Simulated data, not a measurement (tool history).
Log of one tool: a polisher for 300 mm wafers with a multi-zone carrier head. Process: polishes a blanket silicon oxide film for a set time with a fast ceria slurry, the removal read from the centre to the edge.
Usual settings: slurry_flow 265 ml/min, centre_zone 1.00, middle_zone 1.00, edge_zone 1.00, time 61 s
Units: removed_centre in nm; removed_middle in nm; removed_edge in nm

run     day  slurry_flow  centre_zone  middle_zone  edge_zone  time  wafers since the last listed run  wafers polished on this pad  hours since the slurry nozzle was cleaned  hours since the centre zone pressure was calibrated  hours since the edge zone pressure was calibrated  hours since the carrier head's membrane was replaced  incoming thickness of the incoming film, nm  removed_centre  removed_middle  removed_edge
  1   0.000          265         0.94         1.00       1.00    61                                 0                          761                                      199.8                                                841.3                                             1090.7                                                1420.5                                       3205.9           437.9           429.3         443.4
  2   1.229          265         0.94         1.00       1.00    61                               251                         1013                                      229.3                                                870.8                                             1120.2                                                1450.0                                       3210.5           422.8           416.6         421.3
  3   1.758          265         0.94         1.00       1.00    61                               108                         1121                                      242.0                                                883.5                                             1132.9                                                1462.7                                       3222.5           430.3           416.0         430.5
  4   2.742          265         1.00         1.00       1.00    61                               201                         1323                                      265.6                                                907.1                                             1156.5                                                1486.3                                       3219.1           442.2           408.5         436.9
  5   3.921          265         1.00         1.00       1.00    61                               241                         1565                                      293.9                                                935.4                                             1184.8                                                1514.6                                       3215.6           438.1           402.3         419.7
      4.175  -- worn pad replaced by a new one
  6   4.483          215         1.00         1.00       1.00    61                                81                           63                                      307.4                                                948.9                                             1198.3                                                1528.1                                       3226.0           455.4           417.6         442.8
      5.421  -- edge zone pressure recalibrated
  7   5.812          215         1.00         1.00       1.00    61                               255                          318                                      339.3                                                980.8                                                9.4                                                1560.0                                       3153.5           456.7           418.4         431.7
  8   6.796          180         1.09         1.08       1.00    50                               201                          520                                      362.9                                               1004.4                                               33.0                                                1583.6                                       3183.1           392.4           350.2         343.7
      7.062  -- slurry nozzle cleaned
      7.842  -- carrier head's membrane replaced by a new one
  9   7.858          265         1.00         1.00       1.00    61                               166                          686                                       19.1                                               1029.9                                               58.5                                                   0.4                                       3234.4           468.1           422.1         434.4
      8.492  -- centre zone pressure recalibrated
 10   8.996          295         1.04         0.95       1.00    68                               216                          902                                       46.4                                                 12.1                                               85.8                                                  27.7                                       3126.3           498.4           453.6         489.8
 11  10.408          310         1.00         1.07       1.00    61                               289                         1192                                       80.3                                                 46.0                                              119.7                                                  61.6                                       3214.2           423.6           437.0         423.1
     11.729  -- worn pad replaced by a new one
 12  11.750          265         0.97         1.00       1.00    61                               240                            4                                      112.5                                                 78.2                                              151.9                                                  93.8                                       3232.7           427.0           429.0         433.0
 13  13.071          265         1.00         1.00       1.00    61                               270                          274                                      144.2                                                109.9                                              183.6                                                 125.5                                       3213.0           435.8           426.6         440.2
 14  14.142          340         1.00         1.07       1.09    61                               219                          494                                      169.9                                                135.6                                              209.3                                                 151.2                                       3138.2           452.4           454.5         465.9
 15  15.583          310         1.00         1.07       1.00    61                               295                          789                                      204.5                                                170.2                                              243.9                                                 185.8                                       3210.8           440.1           447.7         425.8

Forecast each of these 3 alternatives for the next run:
  A  15.600          265         1.10         1.00       1.00    61                                 3                          793                                      204.9                                                170.6                                              244.3                                                 186.2                                       3206.5               ?               ?             ?
  B  15.600          300         1.00         1.00       1.00    61                                 3                          793                                      204.9                                                170.6                                              244.3                                                 186.2                                       3206.5               ?               ?             ?
  C  15.600          330         1.00         1.00       1.00    61                                 3                          793                                      204.9                                                170.6                                              244.3                                                 186.2                                       3206.5               ?               ?             ?

run  removed_centre  removed_middle  removed_edge
  A           469.1           417.6         435.3
  B           438.9           423.3         439.7
  C           443.2           427.1         442.8
Without the tool's hidden state the same runs would have given:
run  removed_centre  removed_middle  removed_edge
  A           473.1           427.6         445.8
  B           442.6           433.5         450.2
  C           447.0           437.4         453.4

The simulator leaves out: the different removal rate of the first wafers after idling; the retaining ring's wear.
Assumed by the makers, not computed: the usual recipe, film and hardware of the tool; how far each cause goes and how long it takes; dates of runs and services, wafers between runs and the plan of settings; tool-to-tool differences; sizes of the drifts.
